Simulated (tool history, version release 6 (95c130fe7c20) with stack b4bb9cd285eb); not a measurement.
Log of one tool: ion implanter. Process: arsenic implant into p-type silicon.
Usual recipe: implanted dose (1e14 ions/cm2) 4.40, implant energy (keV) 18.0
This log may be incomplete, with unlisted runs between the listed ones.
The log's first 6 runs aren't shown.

run    hour  implanted dose (1e14 ions/cm2)  implant energy (keV)  wafers since the last listed run  hours since the last dose calibration  hours since the extraction supply was calibrated  hours since the gauge calibration  read-back reference wafer on the same gauge, sheet resistance  sheet resistance of the implanted and annealed layer (ohm/square)
  7   474.4                            4.75                  15.5                              1272                                  478.3                                            2334.1                             2585.0                                                         269.07                                                             220.84
  8   552.6                            4.75                  15.5                              1043                                  556.5                                            2412.3                             2663.2                                                         269.03                                                             220.91
      597.7  -- Faraday cup replaced and dose calibrated
  9   636.6                            4.89                  18.0                              1014                                   38.9                                            2496.3                             2747.2                                                         269.02                                                             210.01
 10   686.8                            3.59                  18.0                               669                                   89.1                                            2546.5                             2797.4                                                         268.96                                                             265.71
 11   732.9                            3.59                  18.0                               615                                  135.2                                            2592.6                             2843.5                                                         269.10                                                             267.15
 12   790.7                            4.40                  18.0                               771                                  193.0                                            2650.4                             2901.3                                                         269.01                                                             228.85
 13   846.1                            4.40                  18.0                               739                                  248.4                                            2705.8                             2956.7                                                         268.88                                                             229.17
 14   942.3                            5.04                  23.0                              1283                                  344.6                                            2802.0                             3052.9                                                         268.96                                                             201.12
 15   985.6                            4.40                  18.0                               577                                  387.9                                            2845.3                             3096.2                                                         268.93                                                             229.57
 16  1023.3                            5.46                  12.0                               503                                  425.6                                            2883.0                             3133.9                                                         268.97                                                             204.05
     1055.7  -- gauge calibrated
 17  1096.3                            4.40                  19.5                               974                                  498.6                                            2956.0                               40.6                                                         268.98                                                             228.48
 18  1195.5                            4.40                  18.0                              1323                                  597.8                                            3055.2                              139.8                                                         269.01                                                             230.72
 19  1293.6                            4.40                  24.0                              1309                                  695.9                                            3153.3                              237.9                                                         268.77                                                             223.17
     1369.8  -- Faraday cup replaced and dose calibrated
 20  1388.4                            4.40                  18.0                              1158                                   18.6                                            3248.1                              332.7                                                         268.86                                                             226.29
 21  1450.4                            5.21                  14.5                               827                                   80.6                                            3310.1                              394.7                                                         269.06                                                             204.77
 22  1539.6                            5.60                  13.5                              1190                                  169.8                                            3399.3                              483.9                                                         268.97                                                             196.11
 23  1575.9                            4.40                  20.5                               484                                  206.1                                            3435.6                              520.2                                                         269.04                                                             225.37
 24  1613.9                            4.40                  18.0                               507                                  244.1                                            3473.6                              558.2                                                         268.83                                                             228.82
 25  1703.3                            3.78                  12.5                              1192                                  333.5                                            3563.0                              647.6                                                         269.07                                                             266.82
 26  1800.8                            5.43                  18.0                              1301                                  431.0                                            3660.5                              745.1                                                         269.18                                                             196.11
     1838.8  -- extraction supply calibrated
 27  1879.7                            3.62                  16.5                               946                                  509.9                                              40.9                              824.0                                                         269.06                                                             269.83

Predict the results of run 28:
 28  1975.7                            4.40                  20.0                              1280                                  605.9                                             136.9                              920.0                                                              ?                                                                  ?

For run 28 the tool returned read-back reference wafer on the same gauge, sheet resistance 268.90, sheet resistance of the implanted and annealed layer (ohm/square) 227.59.
Minus the tool's unlogged condition, the same run would have read sheet resistance of the implanted and annealed layer (ohm/square) 223.58.
